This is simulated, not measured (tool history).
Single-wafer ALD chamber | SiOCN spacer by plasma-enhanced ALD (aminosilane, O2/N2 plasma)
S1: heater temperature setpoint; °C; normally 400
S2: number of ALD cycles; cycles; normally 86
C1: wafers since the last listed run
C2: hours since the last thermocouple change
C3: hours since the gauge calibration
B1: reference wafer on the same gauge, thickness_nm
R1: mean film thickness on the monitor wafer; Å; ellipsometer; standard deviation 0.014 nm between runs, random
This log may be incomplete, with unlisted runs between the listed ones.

run 1 hour=0.0 | S1=391 S2=86 | C1=0 C2=1339.2 C3=257.3 | B1=4.849 | R1=55.55
run 2 hour=12.8 | S1=391 S2=86 | C1=27 C2=1352.0 C3=270.1 | B1=4.849 | R1=55.62
run 3 hour=42.4 | S1=394 S2=92 | C1=64 C2=1381.6 C3=299.7 | B1=4.855 | R1=59.50
run 4 hour=62.8 | S1=394 S2=92 | C1=44 C2=1402.0 C3=320.1 | B1=4.857 | R1=59.66
run 5 hour=83.0 | S1=394 S2=92 | C1=44 C2=1422.2 C3=340.3 | B1=4.864 | R1=59.64
-- hour=86.0 gauge calibrated
run 6 hour=99.0 | S1=400 S2=86 | C1=34 C2=1438.2 C3=13.0 | B1=4.807 | R1=55.34
run 7 hour=131.5 | S1=400 S2=86 | C1=70 C2=1470.7 C3=45.5 | B1=4.815 | R1=55.21
run 8 hour=162.3 | S1=400 S2=99 | C1=67 C2=1501.5 C3=76.3 | B1=4.818 | R1=63.50
-- hour=181.5 thermocouple changed; heater temperature recalibrated
run 9 hour=182.3 | S1=400 S2=99 | C1=26 C2=0.8 C3=96.3 | B1=4.825 | R1=63.64
run 10 hour=211.9 | S1=400 S2=99 | C1=64 C2=30.4 C3=125.9 | B1=4.830 | R1=63.87
run 11 hour=239.4 | S1=410 S2=74 | C1=60 C2=57.9 C3=153.4 | B1=4.833 | R1=45.90
run 12 hour=265.7 | S1=400 S2=86 | C1=57 C2=84.2 C3=179.7 | B1=4.841 | R1=55.64
run 13 hour=279.7 | S1=400 S2=80 | C1=30 C2=98.2 C3=193.7 | B1=4.842 | R1=51.68
run 14 hour=308.9 | S1=388 S2=86 | C1=63 C2=127.4 C3=222.9 | B1=4.850 | R1=55.42
run 15 hour=334.0 | S1=409 S2=86 | C1=54 C2=152.5 C3=248.0 | B1=4.851 | R1=53.89
run 16 hour=365.8 | S1=404 S2=75 | C1=69 C2=184.3 C3=279.8 | B1=4.860 | R1=47.74
run 17 hour=380.9 | S1=400 S2=86 | C1=32 C2=199.4 C3=294.9 | B1=4.863 | R1=55.74
-- hour=442.1 gauge calibrated
run 18 hour=474.2 | S1=392 S2=76 | C1=203 C2=292.7 C3=32.1 | B1=4.809 | R1=48.69
run 19 hour=486.3 | S1=400 S2=75 | C1=26 C2=304.8 C3=44.2 | B1=4.812 | R1=48.03

For run 20, what comes out?
run 20 hour=499.0 | S1=390 S2=72 | C1=27 C2=317.5 C3=56.9 | B1=? | R1=?

{"run 20": {"B1": 4.817, "R1": 46.2}}
If the tool had no hidden condition, the same run with the same run-to-run variation would have returned R1 46.07 Å.
